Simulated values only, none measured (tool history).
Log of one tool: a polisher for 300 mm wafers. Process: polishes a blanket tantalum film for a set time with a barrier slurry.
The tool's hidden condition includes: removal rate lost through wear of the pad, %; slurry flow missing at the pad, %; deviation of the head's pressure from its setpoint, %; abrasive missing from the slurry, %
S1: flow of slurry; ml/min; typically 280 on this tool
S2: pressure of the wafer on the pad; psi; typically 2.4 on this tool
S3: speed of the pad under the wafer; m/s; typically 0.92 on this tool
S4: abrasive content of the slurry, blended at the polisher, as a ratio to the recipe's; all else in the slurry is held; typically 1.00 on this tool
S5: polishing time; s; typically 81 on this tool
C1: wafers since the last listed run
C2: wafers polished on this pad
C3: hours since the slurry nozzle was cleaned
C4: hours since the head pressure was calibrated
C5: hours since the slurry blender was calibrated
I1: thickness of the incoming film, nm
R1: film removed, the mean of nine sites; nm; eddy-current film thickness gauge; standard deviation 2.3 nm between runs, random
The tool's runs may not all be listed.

| run | hour | S1 | S2 | S3 | S4 | S5 | C1 | C2 | C3 | C4 | C5 | I1 | R1 |
|---|---|---|---|---|---|---|---|---|---|---|---|---|---|
| 1 | 0.0 | 280 | 2.4 | 0.92 | 1.00 | 81 | 0 | 114 | 167.6 | 148.7 | 213.1 | 441.5 | 169.6 |
| 2 | 76.9 | 280 | 2.4 | 0.92 | 1.00 | 81 | 404 | 519 | 244.5 | 225.6 | 290.0 | 436.9 | 169.6 |
| 3 | 122.2 | 280 | 2.4 | 0.92 | 1.00 | 68 | 238 | 757 | 289.8 | 270.9 | 335.3 | 438.4 | 141.7 |
| 4 | 220.0 | 280 | 2.4 | 0.92 | 1.00 | 68 | 514 | 1271 | 387.6 | 368.7 | 433.1 | 439.2 | 140.5 |
|  | 266.0 | slurry blender recalibrated |
| 5 | 271.9 | 280 | 2.4 | 0.92 | 1.00 | 68 | 262 | 1534 | 439.5 | 420.6 | 5.9 | 437.5 | 140.7 |
| 6 | 342.6 | 280 | 2.4 | 0.92 | 1.00 | 73 | 371 | 1906 | 510.2 | 491.3 | 76.6 | 433.2 | 148.6 |
| 7 | 449.1 | 280 | 2.4 | 0.92 | 1.00 | 73 | 560 | 2466 | 616.7 | 597.8 | 183.1 | 441.0 | 148.1 |
|  | 476.0 | worn pad replaced by a new one |
| 8 | 493.0 | 280 | 2.4 | 0.92 | 1.00 | 73 | 209 | 89 | 660.6 | 641.7 | 227.0 | 447.5 | 149.8 |
| 9 | 594.2 | 280 | 2.4 | 0.92 | 0.95 | 81 | 532 | 621 | 761.8 | 742.9 | 328.2 | 439.1 | 160.1 |
| 10 | 659.2 | 280 | 2.4 | 0.92 | 1.00 | 102 | 341 | 963 | 826.8 | 807.9 | 393.2 | 436.5 | 206.0 |
| 11 | 731.2 | 280 | 2.4 | 0.92 | 1.10 | 108 | 378 | 1342 | 898.8 | 879.9 | 465.2 | 439.7 | 212.9 |
|  | 742.7 | slurry nozzle cleaned |
|  | 756.6 | slurry blender recalibrated |
| 12 | 831.4 | 360 | 2.4 | 0.92 | 1.00 | 81 | 511 | 1853 | 88.7 | 980.1 | 74.8 | 440.9 | 176.6 |
| 13 | 915.4 | 280 | 2.4 | 0.92 | 1.00 | 81 | 441 | 2295 | 172.7 | 1064.1 | 158.8 | 445.0 | 168.5 |
| 14 | 994.6 | 280 | 2.4 | 0.92 | 1.00 | 81 | 416 | 2712 | 251.9 | 1143.3 | 238.0 | 434.2 | 174.6 |

Run 15 has not been measured yet. What should we expect?
|  | 1033.6 | worn pad replaced by a new one |
| 15 | 1095.1 | 325 | 2.4 | 0.92 | 1.00 | 102 | 507 | 323 | 352.4 | 1243.8 | 338.5 | 439.3 | ? |

Run 15 produced R1 215.3 nm.
Minus the tool's unlogged condition, the same run would have read R1 219.2 nm.
